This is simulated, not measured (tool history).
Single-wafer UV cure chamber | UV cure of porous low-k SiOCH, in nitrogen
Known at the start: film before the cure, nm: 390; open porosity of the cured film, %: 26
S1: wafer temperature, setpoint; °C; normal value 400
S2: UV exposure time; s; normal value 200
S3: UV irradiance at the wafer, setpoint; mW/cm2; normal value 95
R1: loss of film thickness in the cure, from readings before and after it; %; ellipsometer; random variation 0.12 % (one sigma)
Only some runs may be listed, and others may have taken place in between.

run 1 hour=0 | S1=400 S2=200 S3=95 | R1=9.384
run 2 hour=37.3 | S1=387 S2=200 S3=95 | R1=9.012
-- hour=53.5 quartz window cleaned
run 3 hour=63.6 | S1=387 S2=200 S3=95 | R1=9.502
run 4 hour=109 | S1=400 S2=200 S3=95 | R1=9.449
run 5 hour=143.1 | S1=400 S2=200 S3=95 | R1=9.339
run 6 hour=189.2 | S1=391 S2=200 S3=95 | R1=8.8
-- hour=223.3 UV bulbs replaced
run 7 hour=246.2 | S1=393 S2=200 S3=95 | R1=10.46
-- hour=263.5 quartz window cleaned
run 8 hour=278 | S1=393 S2=200 S3=95 | R1=11.316
run 9 hour=339.5 | S1=413 S2=200 S3=95 | R1=11.344
run 10 hour=375.8 | S1=387 S2=100 S3=77 | R1=6.699
run 11 hour=416.7 | S1=415 S2=200 S3=95 | R1=11.112
-- hour=466.8 quartz window cleaned
run 12 hour=467.3 | S1=393 S2=100 S3=74 | R1=6.925
run 13 hour=503.6 | S1=386 S2=320 S3=69 | R1=11.652
run 14 hour=539.9 | S1=413 S2=200 S3=120 | R1=12.236
run 15 hour=597.5 | S1=400 S2=200 S3=80 | R1=10.131
run 16 hour=625.6 | S1=414 S2=200 S3=65 | R1=9.287
-- hour=677.3 quartz window cleaned
run 17 hour=682.6 | S1=400 S2=200 S3=95 | R1=11.071

Measured less the same run without the tool's hidden state. The same run-to-run variation is in both; the gauge's scatter may not be:
Hidden state present: lamp output below its setpoint, %; transmission lost against a clean window, %.
run=1 R1=-2.333
run=2 R1=-2.474
run=3 R1=-2.091
run=4 R1=-2.25
run=5 R1=-2.388
run=6 R1=-2.507
run=7 R1=-0.948
run=8 R1=-0.303
run=9 R1=-0.524
run=10 R1=-0.583
run=11 R1=-0.813
run=12 R1=-0.423
run=13 R1=-0.612
run=14 R1=-0.751
run=15 R1=-0.952
run=16 R1=-1.044
run=17 R1=-0.546
